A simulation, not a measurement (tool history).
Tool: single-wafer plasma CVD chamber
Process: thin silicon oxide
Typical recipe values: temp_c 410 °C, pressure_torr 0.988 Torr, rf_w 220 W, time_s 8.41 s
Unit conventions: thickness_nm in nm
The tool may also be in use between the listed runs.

run,hour,temp_c,pressure_torr,rf_w,time_s,wafers since the last listed run,hours since the last thermocouple change,hours since the last RF generator calibration,hours since the last manometer calibration,hours since the showerhead was replaced,hours since the gauge calibration,"read-back reference wafer on the same gauge, thickness_nm",thickness_nm
1,0,410,0.988,220,8.41,0,1034.1,871,2698.6,3313.5,397.9,18.103,16.492
2,15.8,410,0.988,220,8.41,421,1049.9,886.8,2714.4,3329.3,413.7,18.095,16.585
3,23.9,410,0.988,220,8.41,216,1058,894.9,2722.5,3337.4,421.8,18.085,16.528
4,32.9,410,0.988,220,8.41,240,1067,903.9,2731.5,3346.4,430.8,18.117,16.5
5,45.7,410,0.988,220,8.41,341,1079.8,916.7,2744.3,3359.2,443.6,18.107,16.584
6,52.3,410,0.988,220,8.41,176,1086.4,923.3,2750.9,3365.8,450.2,18.078,16.599
7,65.7,410,0.988,220,8.41,357,1099.8,936.7,2764.3,3379.2,463.6,18.109,16.528
# hour 83.4: RF generator calibrated
# hour 84.1: showerhead replaced
# hour 84.3: thermocouple changed; heater temperature recalibrated
8,84.8,410,0.988,220,8.41,270,0.5,1.4,2783.4,0.7,482.7,18.108,16.611
9,120.7,410,0.988,220,8.41,957,36.4,37.3,2819.3,36.6,518.6,18.078,16.547
10,128.1,400,0.988,220,8.41,197,43.8,44.7,2826.7,44,526,18.122,16.677
11,139,410,1.054,220,7.1,290,54.7,55.6,2837.6,54.9,536.9,18.112,14.481
12,152.6,410,0.988,220,8.41,362,68.3,69.2,2851.2,68.5,550.5,18.098,16.568
13,165.5,410,0.988,195,9.28,344,81.2,82.1,2864.1,81.4,563.4,18.095,16.898
14,177.5,410,0.988,220,8.41,320,93.2,94.1,2876.1,93.4,575.4,18.103,16.585

Run 15 is up next; what results do you expect?
# hour 181: gauge calibrated
15,188.5,404,1.058,220,8.41,293,104.2,105.1,2887.1,104.4,7.5,?,?

{"run 15": {"read-back reference wafer on the same gauge, thickness_nm": 18.088, "thickness_nm": 17.232}}
Take away the tool's hidden state, keep the run-to-run variation as it was, and the same run would have given thickness_nm 16.463 nm.
